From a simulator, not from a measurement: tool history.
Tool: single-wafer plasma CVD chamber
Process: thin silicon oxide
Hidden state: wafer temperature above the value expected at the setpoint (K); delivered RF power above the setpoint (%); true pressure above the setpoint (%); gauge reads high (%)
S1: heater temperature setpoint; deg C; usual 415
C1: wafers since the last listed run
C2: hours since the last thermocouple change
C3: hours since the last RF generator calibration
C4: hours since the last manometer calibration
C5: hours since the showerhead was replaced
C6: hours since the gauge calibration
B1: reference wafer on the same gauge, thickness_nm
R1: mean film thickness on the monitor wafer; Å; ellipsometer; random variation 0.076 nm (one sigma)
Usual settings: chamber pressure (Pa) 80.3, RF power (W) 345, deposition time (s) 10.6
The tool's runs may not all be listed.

run 1 hour=0.0 | S1=415 chamber_pressure_(Pa)=80.3 RF_power_(W)=345 deposition_time_(s)=11.2 | C1=0 C2=201.7 C3=35.0 C4=606.0 C5=2407.6 C6=1253.5 | B1=14.290 | R1=143.19
run 2 hour=45.1 | S1=415 chamber_pressure_(Pa)=80.3 RF_power_(W)=345 deposition_time_(s)=9.8 | C1=1139 C2=246.8 C3=80.1 C4=651.1 C5=2452.7 C6=1298.6 | B1=14.326 | R1=122.55
run 3 hour=89.1 | S1=415 chamber_pressure_(Pa)=80.3 RF_power_(W)=320 deposition_time_(s)=10.6 | C1=1111 C2=290.8 C3=124.1 C4=695.1 C5=2496.7 C6=1342.6 | B1=14.339 | R1=129.51
run 4 hour=186.0 | S1=415 chamber_pressure_(Pa)=80.3 RF_power_(W)=320 deposition_time_(s)=10.6 | C1=2447 C2=387.7 C3=221.0 C4=792.0 C5=2593.6 C6=1439.5 | B1=14.319 | R1=127.59
run 5 hour=294.0 | S1=415 chamber_pressure_(Pa)=80.3 RF_power_(W)=305 deposition_time_(s)=10.6 | C1=2728 C2=495.7 C3=329.0 C4=900.0 C5=2701.6 C6=1547.5 | B1=14.273 | R1=124.86
run 6 hour=363.7 | S1=415 chamber_pressure_(Pa)=80.3 RF_power_(W)=345 deposition_time_(s)=10.6 | C1=1760 C2=565.4 C3=398.7 C4=969.7 C5=2771.3 C6=1617.2 | B1=14.334 | R1=131.03
run 7 hour=427.5 | S1=415 chamber_pressure_(Pa)=80.3 RF_power_(W)=345 deposition_time_(s)=10.6 | C1=1611 C2=629.2 C3=462.5 C4=1033.5 C5=2835.1 C6=1681.0 | B1=14.341 | R1=131.21
run 8 hour=479.5 | S1=415 chamber_pressure_(Pa)=80.3 RF_power_(W)=345 deposition_time_(s)=10.6 | C1=1313 C2=681.2 C3=514.5 C4=1085.5 C5=2887.1 C6=1733.0 | B1=14.290 | R1=130.83
run 9 hour=570.6 | S1=425 chamber_pressure_(Pa)=73.5 RF_power_(W)=285 deposition_time_(s)=8.7 | C1=2301 C2=772.3 C3=605.6 C4=1176.6 C5=2978.2 C6=1824.1 | B1=14.315 | R1=87.25
run 10 hour=757.4 | S1=405 chamber_pressure_(Pa)=66.5 RF_power_(W)=345 deposition_time_(s)=12.4 | C1=4718 C2=959.1 C3=792.4 C4=1363.4 C5=3165.0 C6=2010.9 | B1=14.305 | R1=126.35
run 11 hour=832.6 | S1=415 chamber_pressure_(Pa)=80.3 RF_power_(W)=345 deposition_time_(s)=9.5 | C1=1899 C2=1034.3 C3=867.6 C4=1438.6 C5=3240.2 C6=2086.1 | B1=14.296 | R1=115.86
-- hour=907.3 RF generator calibrated
run 12 hour=922.5 | S1=415 chamber_pressure_(Pa)=80.3 RF_power_(W)=345 deposition_time_(s)=10.6 | C1=2068 C2=1124.2 C3=15.2 C4=1528.5 C5=3330.1 C6=2176.0 | B1=14.300 | R1=134.14
-- hour=968.6 thermocouple changed; heater temperature recalibrated
run 13 hour=1008.9 | S1=415 chamber_pressure_(Pa)=80.3 RF_power_(W)=345 deposition_time_(s)=10.6 | C1=1980 C2=40.3 C3=101.6 C4=1614.9 C5=3416.5 C6=2262.4 | B1=14.262 | R1=133.54
-- hour=1031.4 showerhead replaced
-- hour=1036.8 capacitance manometer re-zeroed and calibrated
run 14 hour=1121.4 | S1=401 chamber_pressure_(Pa)=80.3 RF_power_(W)=300 deposition_time_(s)=10.6 | C1=2503 C2=152.8 C3=214.1 C4=84.6 C5=90.0 C6=2374.9 | B1=14.275 | R1=124.09
run 15 hour=1170.7 | S1=415 chamber_pressure_(Pa)=80.3 RF_power_(W)=345 deposition_time_(s)=10.6 | C1=1245 C2=202.1 C3=263.4 C4=133.9 C5=139.3 C6=2424.2 | B1=14.319 | R1=132.20
-- hour=1221.4 gauge calibrated
run 16 hour=1235.1 | S1=424 chamber_pressure_(Pa)=86.1 RF_power_(W)=345 deposition_time_(s)=9.8 | C1=1626 C2=266.5 C3=327.8 C4=198.3 C5=203.7 C6=13.7 | B1=14.282 | R1=130.54
run 17 hour=1273.3 | S1=415 chamber_pressure_(Pa)=74.5 RF_power_(W)=280 deposition_time_(s)=10.6 | C1=964 C2=304.7 C3=366.0 C4=236.5 C5=241.9 C6=51.9 | B1=14.327 | R1=109.60
run 18 hour=1325.0 | S1=407 chamber_pressure_(Pa)=89.9 RF_power_(W)=370 deposition_time_(s)=12.4 | C1=1305 C2=356.4 C3=417.7 C4=288.2 C5=293.6 C6=103.6 | B1=14.310 | R1=180.24
run 19 hour=1361.6 | S1=415 chamber_pressure_(Pa)=71.2 RF_power_(W)=315 deposition_time_(s)=9.6 | C1=924 C2=393.0 C3=454.3 C4=324.8 C5=330.2 C6=140.2 | B1=14.344 | R1=99.35
run 20 hour=1412.3 | S1=403 chamber_pressure_(Pa)=80.3 RF_power_(W)=395 deposition_time_(s)=10.6 | C1=1280 C2=443.7 C3=505.0 C4=375.5 C5=380.9 C6=190.9 | B1=14.334 | R1=142.68
run 21 hour=1476.5 | S1=419 chamber_pressure_(Pa)=93.1 RF_power_(W)=400 deposition_time_(s)=9.5 | C1=1621 C2=507.9 C3=569.2 C4=439.7 C5=445.1 C6=255.1 | B1=14.309 | R1=147.00
run 22 hour=1583.0 | S1=404 chamber_pressure_(Pa)=80.3 RF_power_(W)=345 deposition_time_(s)=10.6 | C1=2690 C2=614.4 C3=675.7 C4=546.2 C5=551.6 C6=361.6 | B1=14.300 | R1=132.06
run 23 hour=1670.6 | S1=427 chamber_pressure_(Pa)=74.0 RF_power_(W)=345 deposition_time_(s)=11.5 | C1=2212 C2=702.0 C3=763.3 C4=633.8 C5=639.2 C6=449.2 | B1=14.294 | R1=130.46
run 24 hour=1716.9 | S1=415 chamber_pressure_(Pa)=80.3 RF_power_(W)=345 deposition_time_(s)=10.6 | C1=1169 C2=748.3 C3=809.6 C4=680.1 C5=685.5 C6=495.5 | B1=14.326 | R1=131.12
run 25 hour=1804.4 | S1=415 chamber_pressure_(Pa)=91.6 RF_power_(W)=370 deposition_time_(s)=10.6 | C1=2210 C2=835.8 C3=897.1 C4=767.6 C5=773.0 C6=583.0 | B1=14.271 | R1=154.11
-- hour=1845.1 RF generator calibrated
run 26 hour=1877.7 | S1=400 chamber_pressure_(Pa)=80.3 RF_power_(W)=345 deposition_time_(s)=9.6 | C1=1649 C2=909.1 C3=32.6 C4=840.9 C5=846.3 C6=656.3 | B1=14.288 | R1=122.87
run 27 hour=1979.7 | S1=403 chamber_pressure_(Pa)=70.4 RF_power_(W)=345 deposition_time_(s)=12.5 | C1=2576 C2=1011.1 C3=134.6 C4=942.9 C5=948.3 C6=758.3 | B1=14.299 | R1=137.22
run 28 hour=2058.0 | S1=410 chamber_pressure_(Pa)=67.1 RF_power_(W)=280 deposition_time_(s)=12.5 | C1=1977 C2=1089.4 C3=212.9 C4=1021.2 C5=1026.6 C6=836.6 | B1=14.278 | R1=116.31

Forecast each of these 4 alternatives for the next run:
run A hour=2058.4 | S1=415 chamber_pressure_(Pa)=80.3 RF_power_(W)=345 deposition_time_(s)=10.6 | C1=10 C2=1089.8 C3=213.3 C4=1021.6 C5=1027.0 C6=837.0 | B1=? | R1=?
run B hour=2058.4 | S1=421 chamber_pressure_(Pa)=67.5 RF_power_(W)=345 deposition_time_(s)=8.5 | C1=10 C2=1089.8 C3=213.3 C4=1021.6 C5=1027.0 C6=837.0 | B1=? | R1=?
run C hour=2058.4 | S1=407 chamber_pressure_(Pa)=66.1 RF_power_(W)=345 deposition_time_(s)=10.6 | C1=10 C2=1089.8 C3=213.3 C4=1021.6 C5=1027.0 C6=837.0 | B1=? | R1=?
run D hour=2058.4 | S1=415 chamber_pressure_(Pa)=80.3 RF_power_(W)=400 deposition_time_(s)=10.6 | C1=10 C2=1089.8 C3=213.3 C4=1021.6 C5=1027.0 C6=837.0 | B1=? | R1=?

run=A B1=14.302 R1=132.73
run=B B1=14.302 R1=88.82
run=C B1=14.302 R1=109.58
run=D B1=14.302 R1=142.21
Without the tool's hidden state the same runs would have given:
run=A R1=135.02
run=B R1=90.35
run=C R1=111.47
run=D R1=144.44
